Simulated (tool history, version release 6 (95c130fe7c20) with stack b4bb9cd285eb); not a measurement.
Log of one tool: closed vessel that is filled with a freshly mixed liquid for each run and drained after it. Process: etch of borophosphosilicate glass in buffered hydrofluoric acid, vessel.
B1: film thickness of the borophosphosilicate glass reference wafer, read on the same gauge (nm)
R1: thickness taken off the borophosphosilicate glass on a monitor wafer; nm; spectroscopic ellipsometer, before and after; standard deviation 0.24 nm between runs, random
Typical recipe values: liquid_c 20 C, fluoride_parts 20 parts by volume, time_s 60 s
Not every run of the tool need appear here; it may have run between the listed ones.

Run 1, hour 0: usual settings; B1 69.98. Result: R1 53.16 nm.
At hour 16.3: thermometer replaced.
Run 2, hour 53.5: usual settings; B1 69.98. Result: R1 53.32 nm.
Run 3, hour 160.9: usual settings; B1 69.99. Result: R1 53.63 nm.
Run 4, hour 262.7: usual settings; B1 70. Result: R1 53.47 nm.
Run 5, hour 367.9: usual settings; B1 70.02. Result: R1 52.42 nm.
Run 6, hour 413.9: usual settings; B1 69.98. Result: R1 52.69 nm.
Run 7, hour 458.8: usual settings; B1 69.99. Result: R1 52.43 nm.
Run 8, hour 519.3: usual settings; B1 70.05. Result: R1 52.85 nm.
Run 9, hour 608.6: usual settings but fluoride_parts 13.5 parts by volume; B1 69.99. Result: R1 77.09 nm.
Run 10, hour 670.1: usual settings but fluoride_parts 13.5 parts by volume; B1 70.01. Result: R1 76.47 nm.
Run 11, hour 725.9: usual settings; B1 70. Result: R1 52.14 nm.
At hour 807.7: thermometer replaced.
Run 12, hour 998: usual settings but time_s 70 s; B1 69.99. Result: R1 60.65 nm.
Run 13, hour 1049.8: usual settings but fluoride_parts 12 parts by volume; B1 69.99. Result: R1 84.11 nm.
At hour 1090.5: gauge calibrated.
Run 14, hour 1110.4: usual settings; B1 69.98. Result: R1 51.48 nm.
At hour 1186.7: hydrofluoric acid flow meter replaced.
Run 15, hour 1215.4: usual settings but liquid_c 22 C, fluoride_parts 18 parts by volume, time_s 85 s; B1 69.97. Result: R1 93.86 nm.
Run 16, hour 1298.5: usual settings but liquid_c 17 C, fluoride_parts 25 parts by volume, time_s 30 s; B1 70.01. Result: R1 19.18 nm.
Run 17, hour 1379.5: usual settings but liquid_c 21.5 C, fluoride_parts 27 parts by volume, time_s 50 s; B1 69.99. Result: R1 39.15 nm.
Run 18, hour 1428.8: usual settings but fluoride_parts 16 parts by volume, time_s 40 s; B1 70.04. Result: R1 43.68 nm.
Run 19, hour 1536.3: usual settings but liquid_c 25 C, time_s 35 s; B1 70.01. Result: R1 40.52 nm.
Run 20, hour 1583.9: usual settings but liquid_c 21.5 C, fluoride_parts 27 parts by volume; B1 69.98. Result: R1 46.77 nm.
Run 21, hour 1676.3: usual settings but liquid_c 25 C, time_s 75 s; B1 70.01. Result: R1 86.76 nm.
At hour 1750.3: thermometer replaced.
Run 22, hour 1775: usual settings; B1 69.95. Result: R1 52.24 nm.

Alternative continuations, all from the tool just after run 22; predict every row:
Run A, hour 1775.7: usual settings; B1 ?. Result: R1 ?.
Run B, hour 1775.7: usual settings but liquid_c 17 C, fluoride_parts 15.5 parts by volume; B1 ?. Result: R1 ?.
Run C, hour 1775.7: usual settings but fluoride_parts 13 parts by volume, time_s 90 s; B1 ?. Result: R1 ?.
Run D, hour 1775.7: usual settings but liquid_c 22 C, fluoride_parts 18 parts by volume, time_s 90 s; B1 ?. Result: R1 ?.
Run E, hour 1775.7: usual settings but fluoride_parts 12 parts by volume, time_s 40 s; B1 ?. Result: R1 ?.

run     B1      R1
  A  69.97   52.31
  B  69.97   56.37
  C  69.97  118.99
  D  69.97    96.3
  E  69.97   57.23
Without the tool's unlogged condition, the same runs would have read:
run      R1
  A   53.53
  B   58.26
  C  122.97
  D   99.54
  E   59.14

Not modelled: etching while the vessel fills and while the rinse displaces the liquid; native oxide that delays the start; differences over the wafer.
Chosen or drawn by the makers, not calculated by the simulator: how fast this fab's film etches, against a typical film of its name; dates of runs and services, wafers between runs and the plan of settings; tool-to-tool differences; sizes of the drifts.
